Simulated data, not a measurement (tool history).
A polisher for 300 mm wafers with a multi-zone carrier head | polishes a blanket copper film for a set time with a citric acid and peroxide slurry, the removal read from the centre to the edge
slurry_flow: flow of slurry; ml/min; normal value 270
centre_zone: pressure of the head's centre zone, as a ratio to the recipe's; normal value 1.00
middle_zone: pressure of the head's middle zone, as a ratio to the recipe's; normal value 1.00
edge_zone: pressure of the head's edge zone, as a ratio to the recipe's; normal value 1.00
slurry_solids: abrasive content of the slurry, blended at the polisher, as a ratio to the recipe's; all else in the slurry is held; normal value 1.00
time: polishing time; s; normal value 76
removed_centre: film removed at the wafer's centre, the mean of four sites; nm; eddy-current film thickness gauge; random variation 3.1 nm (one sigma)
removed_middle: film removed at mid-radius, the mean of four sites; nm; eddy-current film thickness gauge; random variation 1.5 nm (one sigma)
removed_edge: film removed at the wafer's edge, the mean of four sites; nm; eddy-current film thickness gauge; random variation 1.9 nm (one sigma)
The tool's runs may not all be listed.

run	hour	slurry_flow	centre_zone	middle_zone	edge_zone	slurry_solids	time	wafers since the last listed run	wafers polished on this pad	hours since the slurry nozzle was cleaned	hours since the centre zone pressure was calibrated	hours since the edge zone pressure was calibrated	hours since the carrier head's membrane was replaced	incoming thickness of the incoming film, nm	removed_centre	removed_middle	removed_edge
1	0.0	270	1.00	1.00	1.00	1.00	76	0	414	544.8	487.3	955.9	1035.0	871.7	191.8	194.7	189.4
2	25.7	270	1.00	1.00	1.00	1.00	76	305	719	570.5	513.0	981.6	1060.7	886.0	183.1	190.6	188.0
# hour 48.6: worn pad replaced by a new one
3	49.1	270	1.00	1.00	1.00	1.10	76	230	5	593.9	536.4	1005.0	1084.1	878.7	208.5	218.7	212.6
4	66.6	270	1.00	1.00	1.00	1.10	76	207	213	611.4	553.9	1022.5	1101.6	892.4	199.8	204.5	197.0
5	92.5	270	1.00	1.00	1.00	1.10	76	307	520	637.3	579.8	1048.4	1127.5	879.7	192.5	196.1	188.0
6	114.7	245	1.00	1.00	1.00	1.00	76	263	784	659.5	602.0	1070.6	1149.7	872.0	178.9	185.5	183.6
# hour 125.0: worn pad replaced by a new one
# hour 142.1: carrier head's membrane replaced by a new one
7	145.5	245	1.00	1.00	1.00	1.00	76	258	183	690.3	632.8	1101.4	3.4	873.1	189.1	196.4	193.4
# hour 177.4: slurry nozzle cleaned
8	181.0	270	1.00	1.11	1.00	1.00	76	409	593	3.6	668.3	1136.9	38.9	871.8	182.8	208.7	185.6
9	195.7	305	1.00	0.91	1.00	1.00	92	174	767	18.3	683.0	1151.6	53.6	883.0	220.2	212.9	222.7
# hour 203.5: worn pad replaced by a new one
# hour 215.2: edge zone pressure recalibrated
# hour 241.3: centre zone pressure recalibrated
10	278.1	270	0.89	1.00	1.11	1.00	76	883	838	100.7	36.8	62.9	136.0	897.3	165.6	193.3	195.5
# hour 285.7: worn pad replaced by a new one
11	306.7	270	1.00	1.00	1.00	1.00	76	292	248	129.3	65.4	91.5	164.6	886.4	193.3	200.7	199.6
12	322.0	270	0.89	0.90	0.96	0.85	76	181	430	144.6	80.7	106.8	179.9	895.1	159.8	174.3	181.8
13	338.1	270	1.00	1.00	1.00	1.00	76	191	621	160.7	96.8	122.9	196.0	866.0	188.2	193.3	188.5
# hour 354.3: worn pad replaced by a new one
14	364.6	270	1.00	1.00	1.00	1.15	76	267	122	187.2	123.3	149.4	222.5	878.2	201.7	210.8	204.9

Here are 5 independent what-if runs from the current tool condition. What would each one return?
A	365.0	270	1.00	1.00	1.00	1.00	76	4	127	187.6	123.7	149.8	222.9	867.7	?	?	?
B	365.0	365	0.93	1.00	1.00	1.00	76	4	127	187.6	123.7	149.8	222.9	867.7	?	?	?
C	365.0	270	1.00	1.08	0.97	1.00	76	4	127	187.6	123.7	149.8	222.9	867.7	?	?	?
D	365.0	270	1.00	1.00	1.06	1.00	76	4	127	187.6	123.7	149.8	222.9	867.7	?	?	?
E	365.0	325	0.91	1.00	1.00	1.00	76	4	127	187.6	123.7	149.8	222.9	867.7	?	?	?

run	removed_centre	removed_middle	removed_edge
A	193.4	203.4	195.6
B	185.7	209.1	199.7
C	193.6	217.1	192.5
D	193.4	203.4	201.2
E	179.9	207.1	198.2
Had the tool no hidden state, the same runs would have come out as:
run	removed_centre	removed_middle	removed_edge
A	206.6	217.2	208.8
B	198.3	223.2	213.2
C	206.7	231.9	205.6
D	206.6	217.2	214.9
E	192.1	221.1	211.6

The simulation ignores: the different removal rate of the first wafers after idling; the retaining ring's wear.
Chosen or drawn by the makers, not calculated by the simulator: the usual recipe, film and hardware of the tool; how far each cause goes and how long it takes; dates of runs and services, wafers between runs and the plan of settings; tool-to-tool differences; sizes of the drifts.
